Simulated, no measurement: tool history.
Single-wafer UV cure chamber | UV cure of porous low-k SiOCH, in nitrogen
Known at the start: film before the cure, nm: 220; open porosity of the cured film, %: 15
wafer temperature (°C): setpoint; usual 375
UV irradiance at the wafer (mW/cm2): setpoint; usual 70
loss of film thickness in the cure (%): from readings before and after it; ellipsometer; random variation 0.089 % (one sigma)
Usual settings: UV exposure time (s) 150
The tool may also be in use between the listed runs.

run	day	wafer temperature (°C)	UV exposure time (s)	UV irradiance at the wafer (mW/cm2)	loss of film thickness in the cure (%)
1	0	363	150	70	6.348
# day 0.067: quartz window cleaned
2	2.638	363	150	70	7.438
3	5.246	363	150	70	7.199
4	7.225	375	185	70	8.245
5	8.983	375	185	70	8.011
6	12.188	375	80	70	4.888
7	13.896	375	150	70	7.085
# day 16.508: quartz window cleaned
8	17.942	375	150	70	7.441
9	19.5	375	150	70	7.328
10	21.462	375	150	70	7.387
11	23.233	375	150	70	7.352
12	26.538	375	150	70	7.24
13	29.608	375	150	70	6.979
14	31.308	375	150	70	6.988
15	34.442	375	150	70	6.63
# day 35.679: quartz window cleaned
16	38.388	375	150	70	7.391
17	42.617	387	215	70	9.036
18	45.858	375	125	70	6.697
19	49.533	355	60	70	3.616
20	53.196	364	110	46	4.039
21	54.829	366	185	43	5.348
# day 55.692: quartz window cleaned
# day 57.288: UV bulbs replaced
22	66.921	362	120	50	4.869
23	71.021	375	150	70	6.934
24	73.317	375	185	70	7.412
# day 74.208: quartz window cleaned
25	78.15	375	150	43	5.553
26	79.858	375	150	70	7.137
27	83.571	365	150	70	6.986
28	86.571	375	150	70	7.019
29	90.429	385	220	52	7.144

Forecast each of these 3 alternatives for the next run:
A	90.45	375	150	40	?
B	90.45	391	215	55	?
C	90.45	375	195	70	?

run	loss of film thickness in the cure (%)
A	4.809
B	7.519
C	7.831
Without the tool's hidden state the same runs would have given:
run	loss of film thickness in the cure (%)
A	5.532
B	8.368
C	8.69
